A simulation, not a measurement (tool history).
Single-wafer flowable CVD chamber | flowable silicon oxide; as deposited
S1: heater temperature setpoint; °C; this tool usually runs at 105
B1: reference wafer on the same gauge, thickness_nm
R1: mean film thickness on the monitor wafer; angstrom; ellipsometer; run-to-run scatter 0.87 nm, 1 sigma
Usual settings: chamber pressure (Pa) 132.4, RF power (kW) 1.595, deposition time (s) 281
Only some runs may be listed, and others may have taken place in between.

{"run": 1, "hour": 0.0, "S1": 105, "chamber pressure (Pa)": 132.4, "RF power (kW)": 1.595, "deposition time (s)": 281, "B1": 172.927, "R1": 1630.56}
{"run": 2, "hour": 68.0, "S1": 105, "chamber pressure (Pa)": 132.4, "RF power (kW)": 1.595, "deposition time (s)": 281, "B1": 172.839, "R1": 1623.08}
{"run": 3, "hour": 124.5, "S1": 105, "chamber pressure (Pa)": 132.4, "RF power (kW)": 1.595, "deposition time (s)": 281, "B1": 172.987, "R1": 1632.8}
{"run": 4, "hour": 150.7, "S1": 105, "chamber pressure (Pa)": 132.4, "RF power (kW)": 1.595, "deposition time (s)": 281, "B1": 172.797, "R1": 1613.45}
{"run": 5, "hour": 207.5, "S1": 105, "chamber pressure (Pa)": 112.4, "RF power (kW)": 1.595, "deposition time (s)": 281, "B1": 172.969, "R1": 1361.15}
{"run": 6, "hour": 269.9, "S1": 105, "chamber pressure (Pa)": 132.4, "RF power (kW)": 1.595, "deposition time (s)": 281, "B1": 173.084, "R1": 1600.04}
{"run": 7, "hour": 339.4, "S1": 105, "chamber pressure (Pa)": 116.4, "RF power (kW)": 1.595, "deposition time (s)": 281, "B1": 173.141, "R1": 1400.49}
{"run": 8, "hour": 381.6, "S1": 115, "chamber pressure (Pa)": 132.4, "RF power (kW)": 1.595, "deposition time (s)": 281, "B1": 173.239, "R1": 1136.16}
{"run": 9, "hour": 445.3, "S1": 109, "chamber pressure (Pa)": 132.4, "RF power (kW)": 1.595, "deposition time (s)": 281, "B1": 173.074, "R1": 1384.72}
{"run": 10, "hour": 493.5, "S1": 105, "chamber pressure (Pa)": 121.1, "RF power (kW)": 1.595, "deposition time (s)": 281, "B1": 172.864, "R1": 1603.87}
{"run": 11, "hour": 556.7, "S1": 96, "chamber pressure (Pa)": 132.4, "RF power (kW)": 1.595, "deposition time (s)": 325, "B1": 172.991, "R1": 2789.96}
{"run": 12, "hour": 609.0, "S1": 105, "chamber pressure (Pa)": 155.2, "RF power (kW)": 1.28, "deposition time (s)": 333, "B1": 172.935, "R1": 2233.75}
{"run": 13, "hour": 678.0, "S1": 105, "chamber pressure (Pa)": 132.4, "RF power (kW)": 1.595, "deposition time (s)": 281, "B1": 172.768, "R1": 1745.63}
{"run": 14, "hour": 736.3, "S1": 105, "chamber pressure (Pa)": 139.6, "RF power (kW)": 1.595, "deposition time (s)": 281, "B1": 173.158, "R1": 1825}
{"run": 15, "hour": 799.7, "S1": 91, "chamber pressure (Pa)": 132.4, "RF power (kW)": 1.325, "deposition time (s)": 281, "B1": 172.793, "R1": 2722.4}
{"run": 16, "hour": 835.0, "S1": 115, "chamber pressure (Pa)": 119.6, "RF power (kW)": 1.595, "deposition time (s)": 281, "B1": 172.844, "R1": 1129.46}
{"run": 17, "hour": 870.5, "S1": 105, "chamber pressure (Pa)": 121.1, "RF power (kW)": 1.595, "deposition time (s)": 281, "B1": 173.182, "R1": 1608.67}
{"run": 18, "hour": 942.2, "S1": 105, "chamber pressure (Pa)": 132.4, "RF power (kW)": 1.825, "deposition time (s)": 326, "B1": 173.05, "R1": 2107.55}
{"run": 19, "hour": 1008.9, "S1": 94, "chamber pressure (Pa)": 106.4, "RF power (kW)": 1.405, "deposition time (s)": 320, "B1": 173.122, "R1": 2282.47}
{"run": 20, "hour": 1064.1, "S1": 105, "chamber pressure (Pa)": 132.4, "RF power (kW)": 1.315, "deposition time (s)": 281, "B1": 173.094, "R1": 1631.72}
{"run": 21, "hour": 1114.3, "S1": 105, "chamber pressure (Pa)": 132.4, "RF power (kW)": 1.595, "deposition time (s)": 281, "B1": 172.739, "R1": 1739.29}
{"run": 22, "hour": 1157.3, "S1": 105, "chamber pressure (Pa)": 132.4, "RF power (kW)": 1.595, "deposition time (s)": 281, "B1": 172.998, "R1": 1744.06}
{"run": 23, "hour": 1225.2, "S1": 105, "chamber pressure (Pa)": 132.4, "RF power (kW)": 1.595, "deposition time (s)": 281, "B1": 173.04, "R1": 1765.95}
{"run": 24, "hour": 1266.6, "S1": 105, "chamber pressure (Pa)": 132.4, "RF power (kW)": 1.355, "deposition time (s)": 281, "B1": 172.926, "R1": 1655.26}
{"run": 25, "hour": 1301.3, "S1": 105, "chamber pressure (Pa)": 132.4, "RF power (kW)": 1.595, "deposition time (s)": 330, "B1": 173.071, "R1": 2038.27}
{"run": 26, "hour": 1354.2, "S1": 115, "chamber pressure (Pa)": 132.4, "RF power (kW)": 1.595, "deposition time (s)": 299, "B1": 173.12, "R1": 1327.47}
{"run": 27, "hour": 1423.7, "S1": 91, "chamber pressure (Pa)": 132.4, "RF power (kW)": 1.86, "deposition time (s)": 295, "B1": 173.009, "R1": 3115.52}
{"run": 28, "hour": 1463.0, "S1": 105, "chamber pressure (Pa)": 132.4, "RF power (kW)": 1.595, "deposition time (s)": 307, "B1": 172.973, "R1": 1910.22}
{"run": 29, "hour": 1496.1, "S1": 105, "chamber pressure (Pa)": 132.4, "RF power (kW)": 1.29, "deposition time (s)": 336, "B1": 172.743, "R1": 1951.59}

Put back what was entered between runs (3 entries, withheld): which listed runs does each sit between, and how does the hidden state differ from the listed run before to the listed run after?
After run 9, before run 10: capacitance manometer re-zeroed and calibrated (hour 467.4)
  true pressure above the setpoint (%): -8.79 -> 0.357
  measured value less the no-hidden-state value, R1: -132.32 -> +5.7 angstrom
After run 13, before run 14: RF generator calibrated (hour 707.9)
  true pressure above the setpoint (%): 0.322 -> 0.3
  measured value less the no-hidden-state value, R1: +5.6 -> +5.45 angstrom
After run 17, before run 18: showerhead replaced (hour 925.8)
  true pressure above the setpoint (%): 0.228 -> 0.179
  measured value less the no-hidden-state value, R1: +3.67 -> +3.76 angstrom
